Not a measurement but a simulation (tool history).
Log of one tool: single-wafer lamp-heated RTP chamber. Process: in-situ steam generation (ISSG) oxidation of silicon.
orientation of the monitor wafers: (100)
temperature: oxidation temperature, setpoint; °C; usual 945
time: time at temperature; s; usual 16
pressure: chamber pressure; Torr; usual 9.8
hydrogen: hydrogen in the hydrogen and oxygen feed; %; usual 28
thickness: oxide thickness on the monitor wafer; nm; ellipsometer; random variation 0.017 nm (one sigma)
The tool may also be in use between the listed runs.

run,day,temperature,time,pressure,hydrogen,"read-back reference wafer on the same gauge, thickness",thickness
1,0.000,945,18,9.8,28,3.940,4.798
2,1.788,945,18,9.8,28,3.936,4.826
3,2.938,945,18,9.8,28,3.938,4.834
4,4.542,945,16,9.8,28,3.940,4.656
5,5.950,945,16,9.8,28,3.941,4.689
# day 6.650: pyrometer window cleaned and pyrometer calibrated
6,8.083,940,16,9.8,28,3.940,4.498
7,10.442,940,16,9.8,28,3.937,4.512
8,13.104,940,16,9.8,28,3.939,4.507
9,14.671,945,16,9.8,28,3.942,4.622
10,17.108,945,16,9.8,28,3.942,4.620
11,18.596,945,16,9.8,28,3.935,4.666
12,20.046,945,16,9.8,28,3.939,4.646
# day 20.554: pyrometer window cleaned and pyrometer calibrated
13,22.754,945,16,9.8,28,3.939,4.541
# day 23.346: gauge calibrated
# day 25.112: pressure gauge zeroed
14,25.567,945,16,9.8,28,3.946,4.593
15,27.883,945,16,9.8,32,3.942,4.758
# day 28.729: hydrogen flow controller replaced
16,30.071,962,16,10.2,32,3.941,4.968
17,32.612,945,16,9.8,28,3.940,4.655
# day 34.083: pyrometer window cleaned and pyrometer calibrated
18,34.104,945,19,9.8,28,3.944,4.886
19,35.275,952,16,10.2,28,3.937,4.637
20,37.721,960,22,9.2,31,3.935,5.632
21,40.538,945,12,9.8,28,3.938,4.129
22,42.300,930,16,9.8,28,3.937,4.463
23,43.892,963,16,9.8,28,3.941,4.885
24,46.333,964,16,9.4,28,3.944,4.980
# day 47.058: pyrometer window cleaned and pyrometer calibrated
25,49.083,945,11,9.2,28,3.935,4.069
26,50.612,951,14,8.3,28,3.938,4.521
27,52.617,945,22,8.3,28,3.937,5.342

Some steps in thickness between neighbouring runs. How much of each would the tool show without its hidden state too (settings, what came in, random variation), and how much is left for the hidden state, with any gauge scatter that isn't in both results?
The hidden state here: true wafer temperature minus pyrometer reading, K; true pressure minus gauge reading, Torr; deviation of the hydrogen flow from its setpoint, %; gauge reads high (%).
Run 5 -> 6: temperature 945 -> 940, pyrometer window cleaned and pyrometer calibrated. thickness -0.191 nm: hidden state -0.118, all else -0.073.
Run 19 -> 20: temperature 952 -> 960, time 16 -> 22, pressure 10.2 -> 9.2, hydrogen 28 -> 31. thickness +0.995 nm: hidden state +0.019, all else +0.976.
Run 20 -> 21: temperature 960 -> 945, time 22 -> 12, pressure 9.2 -> 9.8, hydrogen 31 -> 28. thickness -1.503 nm: hidden state -0.004, all else -1.499.
Run 24 -> 25: temperature 964 -> 945, time 16 -> 11, pressure 9.4 -> 9.2, pyrometer window cleaned and pyrometer calibrated. thickness -0.911 nm: hidden state -0.120, all else -0.791.
